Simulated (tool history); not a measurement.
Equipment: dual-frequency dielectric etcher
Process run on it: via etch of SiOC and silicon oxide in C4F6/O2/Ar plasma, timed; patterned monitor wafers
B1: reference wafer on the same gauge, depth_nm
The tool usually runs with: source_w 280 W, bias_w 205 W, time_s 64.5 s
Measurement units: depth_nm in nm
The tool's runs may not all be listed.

{"run": 1, "hour": 0.0, "source_w": 280, "bias_w": 205, "time_s": 64.5, "B1": 78.9, "depth_nm": 67.7}
{"run": 2, "hour": 0.4, "source_w": 280, "bias_w": 205, "time_s": 49, "B1": 78.9, "depth_nm": 50.9}
{"run": 3, "hour": 0.7, "source_w": 280, "bias_w": 205, "time_s": 64.5, "B1": 78.9, "depth_nm": 67.5}
{"run": 4, "hour": 5.6, "source_w": 280, "bias_w": 205, "time_s": 64.5, "B1": 79, "depth_nm": 68.5}
{"run": 5, "hour": 15.7, "source_w": 300, "bias_w": 205, "time_s": 64.5, "B1": 78.9, "depth_nm": 69.2}
{"run": 6, "hour": 30.1, "source_w": 280, "bias_w": 188, "time_s": 64.5, "B1": 78.9, "depth_nm": 65.9}
{"run": 7, "hour": 40.2, "source_w": 230, "bias_w": 205, "time_s": 64.5, "B1": 78.8, "depth_nm": 64}
{"run": 8, "hour": 53.9, "source_w": 240, "bias_w": 192, "time_s": 49, "B1": 78.9, "depth_nm": 47.6}
{"run": 9, "hour": 60.6, "source_w": 320, "bias_w": 255, "time_s": 64.5, "B1": 78.9, "depth_nm": 74.9}
{"run": 10, "hour": 72.3, "source_w": 280, "bias_w": 179, "time_s": 83, "B1": 78.8, "depth_nm": 84}
{"run": 11, "hour": 79.1, "source_w": 280, "bias_w": 162, "time_s": 64.5, "B1": 78.9, "depth_nm": 63.4}
{"run": 12, "hour": 96.3, "source_w": 220, "bias_w": 185, "time_s": 51, "B1": 78.9, "depth_nm": 48.3}
{"hour": 113.2, "done": "source power generator calibrated"}
{"run": 13, "hour": 113.7, "source_w": 280, "bias_w": 205, "time_s": 64.5, "B1": 78.9, "depth_nm": 68.1}
{"run": 14, "hour": 126.1, "source_w": 280, "bias_w": 154, "time_s": 64.5, "B1": 79, "depth_nm": 62.6}
{"run": 15, "hour": 143.9, "source_w": 330, "bias_w": 224, "time_s": 64.5, "B1": 79, "depth_nm": 74.8}
{"run": 16, "hour": 161.6, "source_w": 300, "bias_w": 232, "time_s": 52.5, "B1": 78.9, "depth_nm": 58.8}
{"hour": 166.2, "done": "bias power generator calibrated"}
{"run": 17, "hour": 167.8, "source_w": 280, "bias_w": 186, "time_s": 45, "B1": 78.8, "depth_nm": 46.3}
{"run": 18, "hour": 177.6, "source_w": 220, "bias_w": 205, "time_s": 54, "B1": 78.8, "depth_nm": 53.1}
{"run": 19, "hour": 207.8, "source_w": 280, "bias_w": 205, "time_s": 64.5, "B1": 78.9, "depth_nm": 69.2}
{"run": 20, "hour": 219.7, "source_w": 280, "bias_w": 205, "time_s": 64.5, "B1": 78.9, "depth_nm": 68.4}
{"run": 21, "hour": 233.1, "source_w": 280, "bias_w": 205, "time_s": 77.5, "B1": 78.9, "depth_nm": 82.9}
{"run": 22, "hour": 248.4, "source_w": 280, "bias_w": 205, "time_s": 64.5, "B1": 79, "depth_nm": 69}
{"run": 23, "hour": 254.8, "source_w": 330, "bias_w": 191, "time_s": 56, "B1": 78.8, "depth_nm": 61.9}
{"run": 24, "hour": 262.4, "source_w": 280, "bias_w": 205, "time_s": 64.5, "B1": 78.9, "depth_nm": 69}
{"run": 25, "hour": 268.9, "source_w": 280, "bias_w": 205, "time_s": 64.5, "B1": 78.8, "depth_nm": 68.8}
{"run": 26, "hour": 276.6, "source_w": 250, "bias_w": 158, "time_s": 76, "B1": 78.9, "depth_nm": 72}
{"run": 27, "hour": 285.3, "source_w": 280, "bias_w": 205, "time_s": 64.5, "B1": 78.9, "depth_nm": 70.5}
{"run": 28, "hour": 292.9, "source_w": 240, "bias_w": 219, "time_s": 84, "B1": 78.9, "depth_nm": 87.7}
{"run": 29, "hour": 307.0, "source_w": 350, "bias_w": 230, "time_s": 64.5, "B1": 78.9, "depth_nm": 77.5}

What if the next run were any one of these 5? Each begins from the tool's condition after run 29:
{"run": "A", "hour": 307.4, "source_w": 260, "bias_w": 205, "time_s": 64.5, "B1": "?", "depth_nm": "?"}
{"run": "B", "hour": 307.4, "source_w": 220, "bias_w": 232, "time_s": 47, "B1": "?", "depth_nm": "?"}
{"run": "C", "hour": 307.4, "source_w": 260, "bias_w": 205, "time_s": 71, "B1": "?", "depth_nm": "?"}
{"run": "D", "hour": 307.4, "source_w": 280, "bias_w": 185, "time_s": 64.5, "B1": "?", "depth_nm": "?"}
{"run": "E", "hour": 307.4, "source_w": 310, "bias_w": 169, "time_s": 64.5, "B1": "?", "depth_nm": "?"}

run=A B1=78.8 depth_nm=67.3
run=B B1=78.8 depth_nm=48.6
run=C B1=78.8 depth_nm=74.1
run=D B1=78.8 depth_nm=66.7
run=E B1=78.8 depth_nm=67.1
Take away the tool's hidden state, keep each run's random variation, and the runs would have read:
run=A depth_nm=66
run=B depth_nm=47.6
run=C depth_nm=72.6
run=D depth_nm=65.4
run=E depth_nm=65.7

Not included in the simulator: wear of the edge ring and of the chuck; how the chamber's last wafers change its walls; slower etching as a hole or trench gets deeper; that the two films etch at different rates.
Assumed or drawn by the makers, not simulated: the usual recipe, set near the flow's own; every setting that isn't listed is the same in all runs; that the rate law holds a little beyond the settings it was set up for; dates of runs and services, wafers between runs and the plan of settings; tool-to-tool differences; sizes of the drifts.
